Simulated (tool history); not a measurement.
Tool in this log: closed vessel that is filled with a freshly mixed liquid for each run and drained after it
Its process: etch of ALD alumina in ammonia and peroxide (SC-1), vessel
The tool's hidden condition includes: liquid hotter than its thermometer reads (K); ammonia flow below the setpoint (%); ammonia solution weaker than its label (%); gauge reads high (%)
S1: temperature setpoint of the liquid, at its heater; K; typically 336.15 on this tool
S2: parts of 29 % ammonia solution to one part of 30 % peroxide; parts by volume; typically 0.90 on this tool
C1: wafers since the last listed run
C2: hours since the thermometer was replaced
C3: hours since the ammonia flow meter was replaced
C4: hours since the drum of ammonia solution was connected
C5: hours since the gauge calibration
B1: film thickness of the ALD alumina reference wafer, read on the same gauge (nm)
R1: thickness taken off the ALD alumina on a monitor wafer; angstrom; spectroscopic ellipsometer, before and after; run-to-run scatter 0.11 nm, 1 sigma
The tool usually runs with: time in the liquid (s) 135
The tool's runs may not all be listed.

{"run": 1, "hour": 0.0, "S1": 336.15, "S2": 0.6, "time in the liquid (s)": 80, "C1": 0, "C2": 1391.1, "C3": 229.2, "C4": 137.0, "C5": 351.1, "B1": 128.76, "R1": 112.9}
{"run": 2, "hour": 33.9, "S1": 336.15, "S2": 0.9, "time in the liquid (s)": 135, "C1": 4591, "C2": 1425.0, "C3": 263.1, "C4": 170.9, "C5": 385.0, "B1": 128.62, "R1": 196.5}
{"run": 3, "hour": 55.9, "S1": 336.15, "S2": 0.9, "time in the liquid (s)": 135, "C1": 2979, "C2": 1447.0, "C3": 285.1, "C4": 192.9, "C5": 407.0, "B1": 128.51, "R1": 195.9}
{"run": 4, "hour": 91.5, "S1": 336.15, "S2": 0.9, "time in the liquid (s)": 135, "C1": 4821, "C2": 1482.6, "C3": 320.7, "C4": 228.5, "C5": 442.6, "B1": 128.35, "R1": 197.6}
{"run": 5, "hour": 122.0, "S1": 336.15, "S2": 0.9, "time in the liquid (s)": 135, "C1": 4131, "C2": 1513.1, "C3": 351.2, "C4": 259.0, "C5": 473.1, "B1": 128.19, "R1": 196.1}
{"run": 6, "hour": 136.5, "S1": 336.15, "S2": 0.9, "time in the liquid (s)": 135, "C1": 1963, "C2": 1527.6, "C3": 365.7, "C4": 273.5, "C5": 487.6, "B1": 128.1, "R1": 198.2}
{"run": 7, "hour": 167.1, "S1": 336.15, "S2": 1.15, "time in the liquid (s)": 135, "C1": 4144, "C2": 1558.2, "C3": 396.3, "C4": 304.1, "C5": 518.2, "B1": 127.92, "R1": 202.3}
{"run": 8, "hour": 180.3, "S1": 336.15, "S2": 0.9, "time in the liquid (s)": 135, "C1": 1787, "C2": 1571.4, "C3": 409.5, "C4": 317.3, "C5": 531.4, "B1": 127.84, "R1": 197.4}
{"run": 9, "hour": 204.8, "S1": 336.15, "S2": 0.9, "time in the liquid (s)": 110, "C1": 3318, "C2": 1595.9, "C3": 434.0, "C4": 341.8, "C5": 555.9, "B1": 127.71, "R1": 158.7}
{"hour": 223.6, "done": "new drum of ammonia solution connected"}
{"run": 10, "hour": 262.4, "S1": 336.15, "S2": 0.9, "time in the liquid (s)": 190, "C1": 7666, "C2": 1653.5, "C3": 491.6, "C4": 38.8, "C5": 613.5, "B1": 127.32, "R1": 275.3}
{"run": 11, "hour": 279.5, "S1": 336.15, "S2": 0.9, "time in the liquid (s)": 210, "C1": 2316, "C2": 1670.6, "C3": 508.7, "C4": 55.9, "C5": 630.6, "B1": 127.19, "R1": 304.1}
{"run": 12, "hour": 292.4, "S1": 336.15, "S2": 0.9, "time in the liquid (s)": 135, "C1": 1747, "C2": 1683.5, "C3": 521.6, "C4": 68.8, "C5": 643.5, "B1": 127.1, "R1": 195.5}
{"run": 13, "hour": 320.4, "S1": 336.15, "S2": 0.9, "time in the liquid (s)": 135, "C1": 3792, "C2": 1711.5, "C3": 549.6, "C4": 96.8, "C5": 671.5, "B1": 126.89, "R1": 196.5}
{"hour": 327.1, "done": "thermometer replaced"}
{"hour": 339.0, "done": "ammonia flow meter replaced"}
{"run": 14, "hour": 347.3, "S1": 336.15, "S2": 0.9, "time in the liquid (s)": 135, "C1": 3372, "C2": 20.2, "C3": 8.3, "C4": 123.7, "C5": 698.4, "B1": 126.66, "R1": 194.9}
{"run": 15, "hour": 371.2, "S1": 336.15, "S2": 0.6, "time in the liquid (s)": 80, "C1": 3237, "C2": 44.1, "C3": 32.2, "C4": 147.6, "C5": 722.3, "B1": 126.48, "R1": 110.8}
{"run": 16, "hour": 385.8, "S1": 336.15, "S2": 0.9, "time in the liquid (s)": 205, "C1": 1977, "C2": 58.7, "C3": 46.8, "C4": 162.2, "C5": 736.9, "B1": 126.33, "R1": 294.5}
{"run": 17, "hour": 418.1, "S1": 336.15, "S2": 0.9, "time in the liquid (s)": 155, "C1": 4374, "C2": 91.0, "C3": 79.1, "C4": 194.5, "C5": 769.2, "B1": 126.04, "R1": 222.6}
{"run": 18, "hour": 443.1, "S1": 336.15, "S2": 1.2, "time in the liquid (s)": 135, "C1": 3386, "C2": 116.0, "C3": 104.1, "C4": 219.5, "C5": 794.2, "B1": 125.81, "R1": 198.6}
{"hour": 446.6, "done": "gauge calibrated"}
{"run": 19, "hour": 458.4, "S1": 343.15, "S2": 0.9, "time in the liquid (s)": 135, "C1": 2072, "C2": 131.3, "C3": 119.4, "C4": 234.8, "C5": 11.8, "B1": 129.66, "R1": 284.2}
{"run": 20, "hour": 482.8, "S1": 329.15, "S2": 0.75, "time in the liquid (s)": 175, "C1": 3304, "C2": 155.7, "C3": 143.8, "C4": 259.2, "C5": 36.2, "B1": 129.67, "R1": 176.2}
{"run": 21, "hour": 507.2, "S1": 328.15, "S2": 0.9, "time in the liquid (s)": 135, "C1": 3304, "C2": 180.1, "C3": 168.2, "C4": 283.6, "C5": 60.6, "B1": 129.62, "R1": 132.2}
{"run": 22, "hour": 532.8, "S1": 343.15, "S2": 0.65, "time in the liquid (s)": 195, "C1": 3467, "C2": 205.7, "C3": 193.8, "C4": 309.2, "C5": 86.2, "B1": 129.61, "R1": 393.6}
{"hour": 538.0, "done": "new drum of ammonia solution connected"}
{"run": 23, "hour": 567.8, "S1": 332.15, "S2": 0.55, "time in the liquid (s)": 80, "C1": 4605, "C2": 240.7, "C3": 228.8, "C4": 29.8, "C5": 121.2, "B1": 129.58, "R1": 91.8}
{"run": 24, "hour": 638.1, "S1": 331.15, "S2": 0.65, "time in the liquid (s)": 160, "C1": 9521, "C2": 311.0, "C3": 299.1, "C4": 100.1, "C5": 191.5, "B1": 129.45, "R1": 178.1}
{"run": 25, "hour": 652.5, "S1": 330.65, "S2": 1.15, "time in the liquid (s)": 200, "C1": 1950, "C2": 325.4, "C3": 313.5, "C4": 114.5, "C5": 205.9, "B1": 129.41, "R1": 229.2}
{"run": 26, "hour": 673.0, "S1": 336.15, "S2": 0.9, "time in the liquid (s)": 135, "C1": 2776, "C2": 345.9, "C3": 334.0, "C4": 135.0, "C5": 226.4, "B1": 129.36, "R1": 201.4}
{"run": 27, "hour": 690.4, "S1": 330.15, "S2": 0.9, "time in the liquid (s)": 135, "C1": 2356, "C2": 363.3, "C3": 351.4, "C4": 152.4, "C5": 243.8, "B1": 129.3, "R1": 144.9}
{"run": 28, "hour": 751.8, "S1": 336.15, "S2": 0.9, "time in the liquid (s)": 135, "C1": 8316, "C2": 424.7, "C3": 412.8, "C4": 213.8, "C5": 305.2, "B1": 129.12, "R1": 196.8}

Consider 5 possible next runs. They are alternatives, not a sequence: every one starts from the tool as it was left by run 28. What does each give?
{"run": "A", "hour": 752.5, "S1": 336.15, "S2": 0.9, "time in the liquid (s)": 135, "C1": 94, "C2": 425.4, "C3": 413.5, "C4": 214.5, "C5": 305.9, "B1": "?", "R1": "?"}
{"run": "B", "hour": 752.5, "S1": 342.65, "S2": 0.55, "time in the liquid (s)": 60, "C1": 94, "C2": 425.4, "C3": 413.5, "C4": 214.5, "C5": 305.9, "B1": "?", "R1": "?"}
{"run": "C", "hour": 752.5, "S1": 336.15, "S2": 0.9, "time in the liquid (s)": 95, "C1": 94, "C2": 425.4, "C3": 413.5, "C4": 214.5, "C5": 305.9, "B1": "?", "R1": "?"}
{"run": "D", "hour": 752.5, "S1": 331.65, "S2": 0.75, "time in the liquid (s)": 175, "C1": 94, "C2": 425.4, "C3": 413.5, "C4": 214.5, "C5": 305.9, "B1": "?", "R1": "?"}
{"run": "E", "hour": 752.5, "S1": 336.15, "S2": 0.9, "time in the liquid (s)": 65, "C1": 94, "C2": 425.4, "C3": 413.5, "C4": 214.5, "C5": 305.9, "B1": "?", "R1": "?"}

run=A B1=129.13 R1=198.2
run=B B1=129.13 R1=115.8
run=C B1=129.13 R1=139.5
run=D B1=129.13 R1=200.7
run=E B1=129.13 R1=95.4
With the hidden condition removed and each run's random variation left untouched, the same runs would have given:
run=A R1=199.6
run=B R1=116.6
run=C R1=140.4
run=D R1=202.1
run=E R1=96.1
